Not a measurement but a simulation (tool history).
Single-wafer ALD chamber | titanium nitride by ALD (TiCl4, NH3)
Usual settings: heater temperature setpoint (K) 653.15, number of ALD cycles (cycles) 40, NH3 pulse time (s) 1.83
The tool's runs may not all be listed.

run,hour,heater temperature setpoint (K),number of ALD cycles (cycles),NH3 pulse time (s),wafers since the last listed run,hours since the last thermocouple change,hours since the showerhead was replaced,hours since the gauge calibration,"read-back reference wafer on the same gauge, thickness_nm",mean film thickness on the monitor wafer (angstrom)
1,0,653.15,40,1.83,0,898.6,6066.9,1140.4,0.979,8.46
2,90.8,653.15,40,1.83,489,989.4,6157.7,1231.2,0.98,8.46
3,159.3,653.15,40,1.83,369,1057.9,6226.2,1299.7,0.98,8.51
4,210.2,653.15,40,1.83,274,1108.8,6277.1,1350.6,0.979,8.47
5,250.7,653.15,40,1.83,218,1149.3,6317.6,1391.1,0.98,8.47
6,347,653.15,40,1.83,519,1245.6,6413.9,1487.4,0.98,8.51
7,448.7,653.15,40,1.83,548,1347.3,6515.6,1589.1,0.98,8.47
8,510.6,653.15,40,1.83,334,1409.2,6577.5,1651,0.981,8.48
9,599.2,653.15,40,1.62,478,1497.8,6666.1,1739.6,0.98,8.39
10,660.5,653.15,40,1.62,330,1559.1,6727.4,1800.9,0.98,8.42
11,739.1,653.15,40,1.62,424,1637.7,6806,1879.5,0.98,8.43
12,819.9,653.15,40,1.62,436,1718.5,6886.8,1960.3,0.981,8.41
13,863.3,644.15,44,2.11,234,1761.9,6930.2,2003.7,0.981,9.31
14,946.5,653.15,40,1.83,448,1845.1,7013.4,2086.9,0.981,8.49
# hour 979.9: gauge calibrated
15,1009.3,644.15,36,1.14,338,1907.9,7076.2,29.4,0.97,6.99
16,1085.5,645.15,40,1.83,411,1984.1,7152.4,105.6,0.971,8.3
# hour 1139.5: showerhead replaced
# hour 1157: thermocouple changed; heater temperature recalibrated
17,1173.4,664.15,35,2.14,388,16.4,33.9,193.5,0.973,7.54
18,1257.9,659.15,37,2.52,456,100.9,118.4,278,0.974,8
19,1302,660.15,33,1.55,237,145,162.5,322.1,0.975,6.94
20,1405.3,660.15,40,1.83,557,248.3,265.8,425.4,0.975,8.5
21,1464.3,661.15,34,2.42,318,307.3,324.8,484.4,0.977,7.36
22,1556.1,653.15,40,1.83,495,399.1,416.6,576.2,0.976,8.44
23,1634.7,653.15,40,2.26,424,477.7,495.2,654.8,0.978,8.59

What the log doesn't show, run by run:
wafer temperature above the value expected at the setpoint (K): 0 in every run
H1: gauge reads high (%)
run,H1
1,0.959
2,0.985
3,1
4,1.01
5,1.02
6,1.04
7,1.06
8,1.07
9,1.08
10,1.08
11,1.09
12,1.1
13,1.1
14,1.11
15,0.0405
16,0.171
17,0.304
18,0.415
19,0.467
20,0.576
21,0.63
22,0.706
23,0.762

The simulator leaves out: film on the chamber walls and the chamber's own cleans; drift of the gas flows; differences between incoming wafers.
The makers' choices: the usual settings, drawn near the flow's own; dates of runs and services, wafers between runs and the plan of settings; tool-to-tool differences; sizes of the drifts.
